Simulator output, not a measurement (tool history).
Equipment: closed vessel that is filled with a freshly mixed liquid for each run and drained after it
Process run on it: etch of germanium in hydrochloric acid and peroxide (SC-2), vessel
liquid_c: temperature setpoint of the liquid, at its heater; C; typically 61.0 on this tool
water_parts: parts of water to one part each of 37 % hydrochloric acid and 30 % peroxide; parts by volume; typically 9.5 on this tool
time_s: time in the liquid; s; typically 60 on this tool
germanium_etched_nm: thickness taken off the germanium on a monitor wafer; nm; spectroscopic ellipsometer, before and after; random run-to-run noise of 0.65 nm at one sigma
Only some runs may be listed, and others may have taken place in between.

| run | hour | liquid_c | water_parts | time_s | wafers since the last listed run | hours since the thermometer was replaced | hours since the chemicals flow meter was replaced | hours since the drum of peroxide was connected | hours since the gauge calibration | read-back film thickness of the germanium reference wafer, read on the same gauge (nm) | germanium_etched_nm |
|---|---|---|---|---|---|---|---|---|---|---|---|
| 1 | 0.0 | 61.0 | 9.5 | 60 | 0 | 1709.4 | 108.2 | 310.4 | 116.1 | 60.02 | 225.43 |
| 2 | 91.8 | 61.0 | 9.5 | 60 | 13293 | 1801.2 | 200.0 | 402.2 | 207.9 | 60.00 | 225.55 |
|  | 134.5 | new drum of peroxide connected |
| 3 | 143.8 | 54.5 | 9.5 | 80 | 7385 | 1853.2 | 252.0 | 9.3 | 259.9 | 59.99 | 249.04 |
| 4 | 183.7 | 54.5 | 9.5 | 80 | 5777 | 1893.1 | 291.9 | 49.2 | 299.8 | 60.04 | 249.12 |
| 5 | 272.2 | 66.5 | 9.5 | 45 | 12815 | 1981.6 | 380.4 | 137.7 | 388.3 | 60.00 | 197.46 |
|  | 303.6 | chemicals flow meter replaced |
| 6 | 325.1 | 61.0 | 7.0 | 60 | 7515 | 2034.5 | 21.5 | 190.6 | 441.2 | 59.99 | 233.25 |
| 7 | 417.7 | 61.0 | 7.0 | 60 | 13409 | 2127.1 | 114.1 | 283.2 | 533.8 | 60.02 | 232.66 |
| 8 | 504.5 | 56.0 | 9.5 | 60 | 12569 | 2213.9 | 200.9 | 370.0 | 620.6 | 60.00 | 193.28 |
|  | 552.1 | new drum of peroxide connected |
| 9 | 575.7 | 56.0 | 9.5 | 60 | 10165 | 2285.1 | 272.1 | 23.6 | 691.8 | 59.99 | 194.97 |
| 10 | 618.3 | 56.0 | 9.5 | 60 | 6168 | 2327.7 | 314.7 | 66.2 | 734.4 | 59.99 | 195.31 |
| 11 | 662.2 | 61.0 | 9.5 | 60 | 6357 | 2371.6 | 358.6 | 110.1 | 778.3 | 60.01 | 224.61 |
|  | 751.6 | chemicals flow meter replaced |
| 12 | 914.9 | 61.0 | 9.5 | 60 | 36448 | 2624.3 | 163.3 | 362.8 | 1031.0 | 59.98 | 225.02 |
|  | 931.2 | thermometer replaced |
|  | 1019.4 | new drum of peroxide connected |
|  | 1119.9 | chemicals flow meter replaced |
| 13 | 1195.3 | 68.0 | 12.5 | 80 | 40169 | 264.1 | 75.4 | 175.9 | 1311.4 | 60.01 | 355.95 |
|  | 1247.2 | gauge calibrated |
| 14 | 1296.6 | 67.5 | 9.5 | 75 | 14669 | 365.4 | 176.7 | 277.2 | 49.4 | 60.00 | 338.81 |
| 15 | 1335.7 | 61.0 | 8.0 | 70 | 5662 | 404.5 | 215.8 | 316.3 | 88.5 | 60.01 | 266.10 |
| 16 | 1384.1 | 61.0 | 9.5 | 30 | 7008 | 452.9 | 264.2 | 364.7 | 136.9 | 59.98 | 111.85 |
|  | 1451.9 | new drum of peroxide connected |
| 17 | 1474.2 | 61.0 | 9.5 | 60 | 12902 | 543.0 | 354.3 | 22.3 | 227.0 | 59.98 | 226.28 |
| 18 | 1520.2 | 61.0 | 9.5 | 60 | 6661 | 589.0 | 400.3 | 68.3 | 273.0 | 59.96 | 225.92 |
|  | 1563.7 | chemicals flow meter replaced |
| 19 | 1569.8 | 68.0 | 8.0 | 85 | 7037 | 638.6 | 6.1 | 117.9 | 322.6 | 59.98 | 401.30 |
| 20 | 1622.0 | 61.0 | 9.5 | 75 | 7558 | 690.8 | 58.3 | 170.1 | 374.8 | 60.00 | 284.09 |
| 21 | 1688.9 | 61.0 | 9.5 | 60 | 9687 | 757.7 | 125.2 | 237.0 | 441.7 | 60.00 | 226.36 |
| 22 | 1752.4 | 53.0 | 9.5 | 30 | 9195 | 821.2 | 188.7 | 300.5 | 505.2 | 59.97 | 88.51 |
|  | 1878.1 | new drum of peroxide connected |
| 23 | 1945.3 | 71.0 | 9.5 | 60 | 27788 | 1014.1 | 381.6 | 67.2 | 698.1 | 60.03 | 298.43 |
|  | 1955.3 | chemicals flow meter replaced |
| 24 | 2037.8 | 61.0 | 6.0 | 60 | 13249 | 1106.6 | 82.5 | 159.7 | 790.6 | 59.97 | 235.99 |
| 25 | 2129.6 | 61.0 | 6.5 | 60 | 13293 | 1198.4 | 174.3 | 251.5 | 882.4 | 60.00 | 234.88 |

4 ways to go on from here, each from the tool as it stands after run 25. What would each give?
| A | 2130.3 | 61.0 | 9.5 | 60 | 101 | 1199.1 | 175.0 | 252.2 | 883.1 | ? | ? |
| B | 2130.3 | 67.0 | 12.5 | 80 | 101 | 1199.1 | 175.0 | 252.2 | 883.1 | ? | ? |
| C | 2130.3 | 57.5 | 9.5 | 35 | 101 | 1199.1 | 175.0 | 252.2 | 883.1 | ? | ? |
| D | 2130.3 | 70.0 | 14.0 | 35 | 101 | 1199.1 | 175.0 | 252.2 | 883.1 | ? | ? |

| run | read-back film thickness of the germanium reference wafer, read on the same gauge (nm) | germanium_etched_nm |
|---|---|---|
| A | 59.98 | 225.36 |
| B | 59.98 | 342.31 |
| C | 59.98 | 118.59 |
| D | 59.98 | 159.09 |
With the hidden condition removed and each run's random variation left untouched, the same runs would have given:
| run | germanium_etched_nm |
|---|---|
| A | 228.56 |
| B | 349.15 |
| C | 120.20 |
| D | 162.73 |
